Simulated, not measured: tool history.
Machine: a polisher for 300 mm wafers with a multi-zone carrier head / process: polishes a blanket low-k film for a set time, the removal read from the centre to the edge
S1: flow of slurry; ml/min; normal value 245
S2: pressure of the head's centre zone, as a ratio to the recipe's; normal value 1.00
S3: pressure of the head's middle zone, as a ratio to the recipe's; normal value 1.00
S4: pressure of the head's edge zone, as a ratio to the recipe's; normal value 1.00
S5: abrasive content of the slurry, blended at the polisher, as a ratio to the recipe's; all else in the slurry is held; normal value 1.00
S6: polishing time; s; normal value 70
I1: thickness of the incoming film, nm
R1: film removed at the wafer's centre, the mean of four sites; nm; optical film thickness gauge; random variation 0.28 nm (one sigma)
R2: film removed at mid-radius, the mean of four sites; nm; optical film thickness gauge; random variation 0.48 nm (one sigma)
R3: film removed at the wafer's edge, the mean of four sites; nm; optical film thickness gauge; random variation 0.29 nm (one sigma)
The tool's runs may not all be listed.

Run 1, hour 0.0: usual settings but S1 170 ml/min, S4 1.10, S5 0.85, S6 52 s; I1 367.1. Result: R1 23.3 nm, R2 23.6 nm, R3 24.8 nm.
Run 2, hour 36.2: usual settings but S1 160 ml/min, S3 0.93, S4 1.07; I1 369.7. Result: R1 32.9 nm, R2 32.4 nm, R3 35.6 nm.
Run 3, hour 81.1: usual settings but S1 190 ml/min, S5 0.85; I1 375.8. Result: R1 31.6 nm, R2 32.4 nm, R3 32.0 nm.
At hour 121.4: worn pad replaced by a new one.
Run 4, hour 140.1: usual settings but S2 0.92, S5 1.20; I1 374.3. Result: R1 35.8 nm, R2 40.5 nm, R3 38.5 nm.
At hour 155.9: slurry nozzle cleaned.
Run 5, hour 176.0: usual settings but S2 1.07; I1 376.1. Result: R1 39.0 nm, R2 37.0 nm, R3 35.3 nm.
Run 6, hour 239.3: usual settings but S1 205 ml/min; I1 367.5. Result: R1 34.9 nm, R2 35.2 nm, R3 34.8 nm.
At hour 258.1: centre zone pressure recalibrated.
Run 7, hour 295.5: usual settings but S2 0.88, S6 79 s; I1 367.5. Result: R1 35.8 nm, R2 41.1 nm, R3 39.7 nm.
Run 8, hour 333.7: usual settings; I1 370.3. Result: R1 36.2 nm, R2 36.1 nm, R3 36.0 nm.
Run 9, hour 383.7: usual settings; I1 369.3. Result: R1 36.0 nm, R2 36.2 nm, R3 35.3 nm.
Run 10, hour 448.1: usual settings but S2 0.88, S6 79 s; I1 369.3. Result: R1 35.7 nm, R2 40.9 nm, R3 40.0 nm.
Run 11, hour 489.2: usual settings but S1 185 ml/min, S2 0.93, S4 0.96; I1 369.6. Result: R1 31.9 nm, R2 34.6 nm, R3 33.4 nm.
At hour 497.2: edge zone pressure recalibrated.
Run 12, hour 556.7: usual settings but S1 210 ml/min, S2 0.92, S3 0.96, S6 50 s; I1 366.4. Result: R1 23.0 nm, R2 25.0 nm, R3 25.1 nm.
Run 13, hour 601.1: usual settings but S3 0.92, S4 0.89, S6 86 s; I1 373.6. Result: R1 44.4 nm, R2 42.4 nm, R3 41.5 nm.
Run 14, hour 656.4: usual settings but S5 1.25; I1 370.3. Result: R1 39.4 nm, R2 40.5 nm, R3 39.5 nm.
At hour 664.9: worn pad replaced by a new one.
Run 15, hour 710.0: usual settings but S1 280 ml/min, S2 1.06, S4 1.11; I1 372.6. Result: R1 39.4 nm, R2 36.8 nm, R3 38.0 nm.
Run 16, hour 744.9: usual settings; I1 367.1. Result: R1 36.2 nm, R2 37.1 nm, R3 35.6 nm.
At hour 751.4: slurry nozzle cleaned.
Run 17, hour 798.0: usual settings but S4 1.04, S6 93 s; I1 366.2. Result: R1 47.7 nm, R2 49.1 nm, R3 48.1 nm.
At hour 820.0: centre zone pressure recalibrated.
Run 18, hour 836.6: usual settings but S2 0.96, S3 0.89; I1 366.2. Result: R1 34.6 nm, R2 33.6 nm, R3 36.1 nm.
Run 19, hour 874.3: usual settings; I1 369.5. Result: R1 35.5 nm, R2 37.2 nm, R3 35.4 nm.
Run 20, hour 921.9: usual settings but S3 0.94, S5 1.15, S6 50 s; I1 371.5. Result: R1 27.3 nm, R2 26.8 nm, R3 27.1 nm.
Run 21, hour 1109.0: usual settings but S1 185 ml/min, S2 0.90, S4 1.11, S5 0.90; I1 366.8. Result: R1 29.2 nm, R2 32.9 nm, R3 34.3 nm.
At hour 1168.0: worn pad replaced by a new one.
Run 22, hour 1173.6: usual settings but S2 1.04; I1 375.3. Result: R1 37.7 nm, R2 36.8 nm, R3 35.4 nm.
Run 23, hour 1198.9: usual settings but S1 275 ml/min, S5 0.80; I1 368.1. Result: R1 32.6 nm, R2 32.8 nm, R3 32.6 nm.

Predict each of these 3 candidate next runs independently; none follows another, all start after run 23:
Run A, hour 1199.3: usual settings; I1 366.6. Result: R1 ?, R2 ?, R3 ?.
Run B, hour 1199.3: usual settings but S4 0.97, S6 60 s; I1 366.6. Result: R1 ?, R2 ?, R3 ?.
Run C, hour 1199.3: usual settings but S6 47 s; I1 366.6. Result: R1 ?, R2 ?, R3 ?.

run    R1    R2    R3
  A  35.8  35.8  35.6
  B  30.7  30.7  30.1
  C  24.0  24.0  23.9
With the hidden condition removed and each run's random variation left untouched, the same runs would have given:
run    R1    R2    R3
  A  35.8  35.8  35.6
  B  30.7  30.7  30.1
  C  24.0  24.0  23.9
